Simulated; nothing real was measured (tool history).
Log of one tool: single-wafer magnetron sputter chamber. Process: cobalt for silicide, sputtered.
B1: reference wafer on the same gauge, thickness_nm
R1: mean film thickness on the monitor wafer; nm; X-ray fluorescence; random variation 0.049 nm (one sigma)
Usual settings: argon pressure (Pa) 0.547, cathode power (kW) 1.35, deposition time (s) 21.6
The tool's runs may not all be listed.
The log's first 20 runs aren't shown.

-- hour=1656.3 sputter target and shields replaced
run 21 hour=1676 | argon_pressure_(Pa)=0.547 cathode_power_(kW)=1.45 deposition_time_(s)=18.6 | B1=13.405 | R1=13.33
run 22 hour=1714.6 | argon_pressure_(Pa)=0.654 cathode_power_(kW)=1.35 deposition_time_(s)=24.2 | B1=13.396 | R1=15.737
run 23 hour=1752.5 | argon_pressure_(Pa)=0.547 cathode_power_(kW)=1.35 deposition_time_(s)=21.6 | B1=13.401 | R1=14.453
run 24 hour=1813.5 | argon_pressure_(Pa)=0.395 cathode_power_(kW)=1.65 deposition_time_(s)=24.9 | B1=13.402 | R1=20.97
run 25 hour=1867.2 | argon_pressure_(Pa)=0.69 cathode_power_(kW)=1.35 deposition_time_(s)=21.6 | B1=13.41 | R1=14.036
run 26 hour=1927.4 | argon_pressure_(Pa)=0.547 cathode_power_(kW)=1.15 deposition_time_(s)=20 | B1=13.397 | R1=11.383
run 27 hour=2028.9 | argon_pressure_(Pa)=0.47 cathode_power_(kW)=1 deposition_time_(s)=24.1 | B1=13.403 | R1=12.049
run 28 hour=2066.2 | argon_pressure_(Pa)=0.757 cathode_power_(kW)=1.05 deposition_time_(s)=21.6 | B1=13.391 | R1=10.624
run 29 hour=2293 | argon_pressure_(Pa)=0.386 cathode_power_(kW)=1.1 deposition_time_(s)=21.6 | B1=13.406 | R1=11.902
run 30 hour=2354.8 | argon_pressure_(Pa)=0.547 cathode_power_(kW)=1.35 deposition_time_(s)=21.6 | B1=13.4 | R1=14.119
run 31 hour=2442.4 | argon_pressure_(Pa)=0.677 cathode_power_(kW)=1.5 deposition_time_(s)=24.1 | B1=13.394 | R1=16.883
run 32 hour=2480.4 | argon_pressure_(Pa)=0.547 cathode_power_(kW)=1.35 deposition_time_(s)=21.6 | B1=13.396 | R1=13.94
-- hour=2523.5 sputter target and shields replaced
run 33 hour=2572.4 | argon_pressure_(Pa)=0.45 cathode_power_(kW)=1.5 deposition_time_(s)=23.2 | B1=13.395 | R1=17.603

5 ways to go on from here, each from the tool as it stands after run 33. What would each give?
run A hour=2572.8 | argon_pressure_(Pa)=0.547 cathode_power_(kW)=1.35 deposition_time_(s)=21.6 | B1=? | R1=?
run B hour=2572.8 | argon_pressure_(Pa)=0.384 cathode_power_(kW)=1.15 deposition_time_(s)=21.6 | B1=? | R1=?
run C hour=2572.8 | argon_pressure_(Pa)=0.381 cathode_power_(kW)=1.5 deposition_time_(s)=18.6 | B1=? | R1=?
run D hour=2572.8 | argon_pressure_(Pa)=0.382 cathode_power_(kW)=1.15 deposition_time_(s)=21.6 | B1=? | R1=?
run E hour=2572.8 | argon_pressure_(Pa)=0.547 cathode_power_(kW)=1.35 deposition_time_(s)=20 | B1=? | R1=?

run=A B1=13.397 R1=14.357
run=B B1=13.397 R1=12.656
run=C B1=13.397 R1=14.225
run=D B1=13.397 R1=12.662
run=E B1=13.397 R1=13.294
Without the tool's hidden state the same runs would have given:
run=A R1=14.434
run=B R1=12.719
run=C R1=14.295
run=D R1=12.725
run=E R1=13.365
